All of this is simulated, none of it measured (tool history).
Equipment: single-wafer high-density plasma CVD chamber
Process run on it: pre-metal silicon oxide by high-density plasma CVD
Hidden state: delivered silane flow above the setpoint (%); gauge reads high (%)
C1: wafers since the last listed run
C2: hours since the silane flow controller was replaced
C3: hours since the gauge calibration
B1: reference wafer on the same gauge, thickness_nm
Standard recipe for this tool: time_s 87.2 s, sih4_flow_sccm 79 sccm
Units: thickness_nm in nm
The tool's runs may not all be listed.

run 1 hour=0 | time_s=87.2 sih4_flow_sccm=79 | C1=0 C2=2543.9 C3=83.6 | B1=804.723 | thickness_nm=749.89
run 2 hour=8.1 | time_s=87.2 sih4_flow_sccm=79 | C1=126 C2=2552 C3=91.7 | B1=804.453 | thickness_nm=749.625
run 3 hour=15.3 | time_s=87.2 sih4_flow_sccm=79 | C1=112 C2=2559.2 C3=98.9 | B1=804.027 | thickness_nm=749.583
run 4 hour=24.1 | time_s=87.2 sih4_flow_sccm=79 | C1=137 C2=2568 C3=107.7 | B1=803.129 | thickness_nm=749.089
run 5 hour=36.8 | time_s=87.2 sih4_flow_sccm=79 | C1=198 C2=2580.7 C3=120.4 | B1=803.13 | thickness_nm=750.583
run 6 hour=45 | time_s=87.2 sih4_flow_sccm=83 | C1=128 C2=2588.9 C3=128.6 | B1=803.018 | thickness_nm=785.265
run 7 hour=51.4 | time_s=87.2 sih4_flow_sccm=83 | C1=99 C2=2595.3 C3=135 | B1=802.485 | thickness_nm=786.802
run 8 hour=59.2 | time_s=87.2 sih4_flow_sccm=83 | C1=121 C2=2603.1 C3=142.8 | B1=802.008 | thickness_nm=785.731
-- hour=64.1 gauge calibrated
run 9 hour=70 | time_s=72.2 sih4_flow_sccm=71 | C1=168 C2=2613.9 C3=5.9 | B1=806.367 | thickness_nm=560.029
run 10 hour=77.8 | time_s=102.3 sih4_flow_sccm=79 | C1=121 C2=2621.7 C3=13.7 | B1=806.099 | thickness_nm=881.687
run 11 hour=94.6 | time_s=75.1 sih4_flow_sccm=86 | C1=262 C2=2638.5 C3=30.5 | B1=806.005 | thickness_nm=705.258
run 12 hour=107.4 | time_s=87.2 sih4_flow_sccm=79 | C1=199 C2=2651.3 C3=43.3 | B1=805.597 | thickness_nm=752.425
run 13 hour=122.5 | time_s=100.7 sih4_flow_sccm=88 | C1=235 C2=2666.4 C3=58.4 | B1=805.491 | thickness_nm=967.183
run 14 hour=138.7 | time_s=87.2 sih4_flow_sccm=68 | C1=252 C2=2682.6 C3=74.6 | B1=804.921 | thickness_nm=644.788
-- hour=149.6 silane flow controller replaced
run 15 hour=150.1 | time_s=87.2 sih4_flow_sccm=79 | C1=53 C2=0.5 C3=86 | B1=804.637 | thickness_nm=750.542
run 16 hour=183.8 | time_s=87.2 sih4_flow_sccm=79 | C1=526 C2=34.2 C3=119.7 | B1=803.733 | thickness_nm=750.763
run 17 hour=189.9 | time_s=101.8 sih4_flow_sccm=79 | C1=95 C2=40.3 C3=125.8 | B1=803.131 | thickness_nm=874.671

Consider 5 possible next runs. They are alternatives, not a sequence: every one starts from the tool as it was left by run 17. What does each give?
run A hour=190.3 | time_s=87.2 sih4_flow_sccm=79 | C1=6 C2=40.7 C3=126.2 | B1=? | thickness_nm=?
run B hour=190.3 | time_s=87.2 sih4_flow_sccm=93 | C1=6 C2=40.7 C3=126.2 | B1=? | thickness_nm=?
run C hour=190.3 | time_s=72.7 sih4_flow_sccm=65 | C1=6 C2=40.7 C3=126.2 | B1=? | thickness_nm=?
run D hour=190.3 | time_s=96.6 sih4_flow_sccm=71 | C1=6 C2=40.7 C3=126.2 | B1=? | thickness_nm=?
run E hour=190.3 | time_s=77.6 sih4_flow_sccm=67 | C1=6 C2=40.7 C3=126.2 | B1=? | thickness_nm=?

run=A B1=803.016 thickness_nm=749.994
run=B B1=803.016 thickness_nm=882.904
run=C B1=803.016 thickness_nm=514.472
run=D B1=803.016 thickness_nm=746.706
run=E B1=803.016 thickness_nm=566.045
With no hidden state in the tool, these same runs would have given:
run=A thickness_nm=752.708
run=B thickness_nm=886.099
run=C thickness_nm=516.334
run=D thickness_nm=749.408
run=E thickness_nm=568.093
